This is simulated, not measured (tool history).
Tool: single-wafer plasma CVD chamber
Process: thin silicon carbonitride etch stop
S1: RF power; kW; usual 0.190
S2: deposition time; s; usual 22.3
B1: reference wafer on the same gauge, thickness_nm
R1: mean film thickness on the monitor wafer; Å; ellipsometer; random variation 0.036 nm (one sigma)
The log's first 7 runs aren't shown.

Run 8, hour 340.9: usual settings but S1 0.170 kW; B1 9.892. Result: R1 113.74 Å.
Run 9, hour 370.7: usual settings but S1 0.170 kW; B1 9.897. Result: R1 113.63 Å.
Run 10, hour 422.3: usual settings; B1 9.908. Result: R1 117.05 Å.
Run 11, hour 454.5: usual settings; B1 9.900. Result: R1 117.61 Å.
Run 12, hour 522.8: usual settings; B1 9.894. Result: R1 117.36 Å.
Run 13, hour 591.7: usual settings; B1 9.900. Result: R1 117.10 Å.
Run 14, hour 645.3: usual settings but S1 0.200 kW, S2 21.1 s; B1 9.899. Result: R1 112.79 Å.
Run 15, hour 687.1: usual settings but S1 0.155 kW, S2 19.8 s; B1 9.901. Result: R1 97.32 Å.
At hour 727.2: gauge calibrated.
Run 16, hour 756.1: usual settings; B1 9.894. Result: R1 117.90 Å.
Run 17, hour 787.4: usual settings but S1 0.165 kW, S2 20.0 s; B1 9.893. Result: R1 100.57 Å.
Run 18, hour 826.0: usual settings but S1 0.200 kW; B1 9.902. Result: R1 119.25 Å.
Run 19, hour 895.7: usual settings but S1 0.200 kW, S2 26.2 s; B1 9.904. Result: R1 140.22 Å.
At hour 916.8: RF generator calibrated.
At hour 1067.2: showerhead replaced.
Run 20, hour 1067.7: usual settings but S2 23.4 s; B1 9.904. Result: R1 125.16 Å.
Run 21, hour 1114.0: usual settings but S1 0.155 kW; B1 9.903. Result: R1 111.91 Å.
Run 22, hour 1169.8: usual settings but S1 0.205 kW, S2 24.6 s; B1 9.898. Result: R1 134.91 Å.

The next listed run, before its measurement:
At hour 1201.6: thermocouple changed; heater temperature recalibrated.
Run 23, hour 1223.8: usual settings but S1 0.205 kW, S2 25.4 s; B1 ?. Result: R1 ?.

B1: 9.896
R1: 139.57 Å
Without the tool's hidden state the same run would have given R1 140.15 Å.
